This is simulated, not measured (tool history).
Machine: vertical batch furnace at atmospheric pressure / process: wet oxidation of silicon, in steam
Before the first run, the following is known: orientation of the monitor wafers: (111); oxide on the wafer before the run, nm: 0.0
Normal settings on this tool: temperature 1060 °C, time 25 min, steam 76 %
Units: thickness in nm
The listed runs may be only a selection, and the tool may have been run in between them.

| run | hour | temperature | time | steam | read-back reference wafer on the same gauge, thickness | thickness |
|---|---|---|---|---|---|---|
| 1 | 0 | 1076 | 25 | 84 | 401.75 | 404.62 |
| 2 | 29.3 | 1060 | 25 | 76 | 400.72 | 350.05 |
| 3 | 60.7 | 1060 | 25 | 76 | 400.79 | 351.38 |
| 4 | 87.7 | 1060 | 25 | 76 | 400.8 | 347.89 |
| 5 | 185.5 | 1060 | 28.5 | 80 | 401.33 | 395.08 |
| 6 | 203.5 | 1060 | 28.5 | 80 | 401.03 | 389.13 |
| 7 | 232.8 | 1060 | 28.5 | 80 | 401.24 | 394.92 |
| 8 | 250.3 | 1060 | 25 | 76 | 400.61 | 350.77 |
| 9 | 285.9 | 1060 | 25 | 76 | 400.6 | 355.4 |
| 10 | 318.5 | 1060 | 25 | 76 | 400.36 | 349.39 |
| 11 | 333.6 | 1060 | 25 | 76 | 401.07 | 350.19 |
| 12 | 355.1 | 1084 | 20.5 | 65 | 400.87 | 321.05 |
| 13 | 395.9 | 1060 | 25 | 76 | 401.05 | 350.77 |
| 14 | 406.5 | 1080 | 25 | 76 | 401.04 | 387.52 |
| 15 | 459.1 | 1060 | 25 | 76 | 401.02 | 349.38 |
| 16 | 462.7 | 1060 | 25 | 81 | 401.8 | 365.03 |
| 17 | 480.9 | 1084 | 33 | 87 | 401.11 | 500.27 |
| 18 | 504.4 | 1060 | 25 | 70 | 400.91 | 333.48 |
| 19 | 527.9 | 1060 | 13.5 | 72 | 401.12 | 231.91 |
| 20 | 555.4 | 1060 | 33 | 79 | 400.71 | 424.13 |
| 21 | 577.4 | 1060 | 25 | 76 | 400.88 | 352.3 |
| 22 | 590.1 | 1060 | 25 | 70 | 400.87 | 336.9 |

Put back what was entered between runs (3 entries, withheld): which listed runs does each sit between, and how does the hidden state differ from the listed run before to the listed run after?
In the gap between runs 12 and 13: gauge calibrated (hour 389.7); steam generator serviced (hour 395.4)
  no difference in the tool's unlogged condition between these two runs
In the gap between runs 14 and 15: thermocouples replaced and temperature profile calibrated (hour 458.6)
  no difference in the tool's unlogged condition between these two runs
